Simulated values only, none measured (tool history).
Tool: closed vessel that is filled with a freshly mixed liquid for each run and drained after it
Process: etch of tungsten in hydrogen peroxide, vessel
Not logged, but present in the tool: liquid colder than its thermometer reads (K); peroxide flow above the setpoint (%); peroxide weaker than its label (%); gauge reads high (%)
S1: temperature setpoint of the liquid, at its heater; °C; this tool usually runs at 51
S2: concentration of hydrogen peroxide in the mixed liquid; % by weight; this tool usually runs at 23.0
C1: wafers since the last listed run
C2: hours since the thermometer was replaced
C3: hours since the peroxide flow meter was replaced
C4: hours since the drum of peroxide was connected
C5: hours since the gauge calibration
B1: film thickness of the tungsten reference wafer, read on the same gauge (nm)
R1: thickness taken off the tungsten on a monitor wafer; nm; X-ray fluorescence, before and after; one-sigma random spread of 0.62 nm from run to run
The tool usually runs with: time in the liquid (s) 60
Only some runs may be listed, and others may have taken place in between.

Run 1, hour 0.0: usual settings but S1 46 °C; C1 0; C2 951.8; C3 359.7; C4 157.0; C5 150.7; B1 50.01. Result: R1 113.19 nm.
Run 2, hour 63.0: usual settings; C1 7177; C2 1014.8; C3 422.7; C4 220.0; C5 213.7; B1 50.00. Result: R1 154.13 nm.
Run 3, hour 106.1: usual settings; C1 4910; C2 1057.9; C3 465.8; C4 263.1; C5 256.8; B1 50.03. Result: R1 152.55 nm.
Run 4, hour 131.0: usual settings; C1 2836; C2 1082.8; C3 490.7; C4 288.0; C5 281.7; B1 50.05. Result: R1 151.44 nm.
At hour 162.0: thermometer replaced.
Run 5, hour 191.4: usual settings; C1 6767; C2 29.4; C3 551.1; C4 348.4; C5 342.1; B1 49.97. Result: R1 152.48 nm.
Run 6, hour 238.8: usual settings but S1 45 °C; C1 5400; C2 76.8; C3 598.5; C4 395.8; C5 389.5; B1 50.01. Result: R1 104.96 nm.
Run 7, hour 275.9: usual settings but S1 48 °C, time in the liquid (s) 40; C1 4226; C2 113.9; C3 635.6; C4 432.9; C5 426.6; B1 49.94. Result: R1 84.29 nm.
Run 8, hour 342.4: usual settings but S1 48 °C, time in the liquid (s) 40; C1 7576; C2 180.4; C3 702.1; C4 499.4; C5 493.1; B1 50.03. Result: R1 84.60 nm.
Run 9, hour 386.8: usual settings; C1 5058; C2 224.8; C3 746.5; C4 543.8; C5 537.5; B1 50.02. Result: R1 151.32 nm.
Run 10, hour 453.1: usual settings; C1 7553; C2 291.1; C3 812.8; C4 610.1; C5 603.8; B1 50.00. Result: R1 152.74 nm.
Run 11, hour 503.5: usual settings; C1 5742; C2 341.5; C3 863.2; C4 660.5; C5 654.2; B1 50.01. Result: R1 151.40 nm.
Run 12, hour 538.7: usual settings but time in the liquid (s) 35; C1 4010; C2 376.7; C3 898.4; C4 695.7; C5 689.4; B1 50.00. Result: R1 87.58 nm.
Run 13, hour 593.7: usual settings but time in the liquid (s) 35; C1 6266; C2 431.7; C3 953.4; C4 750.7; C5 744.4; B1 50.01. Result: R1 88.28 nm.
Run 14, hour 652.8: usual settings but time in the liquid (s) 35; C1 6733; C2 490.8; C3 1012.5; C4 809.8; C5 803.5; B1 50.01. Result: R1 88.17 nm.
At hour 683.7: new drum of peroxide connected.
Run 15, hour 724.7: usual settings but S1 55 °C, S2 19.5 % by weight; C1 8077; C2 562.7; C3 1084.4; C4 41.0; C5 875.4; B1 49.97. Result: R1 171.79 nm.

Run 16, settings as shown, results not yet in. Your forecast:
Run 16, hour 790.4: usual settings; C1 7485; C2 628.4; C3 1150.1; C4 106.7; C5 941.1; B1 ?. Result: R1 ?.

{"run 16": {"B1": 50.0, "R1": 146.86}}
If the tool had no hidden condition, the same run with the same run-to-run variation would have returned R1 154.02 nm.
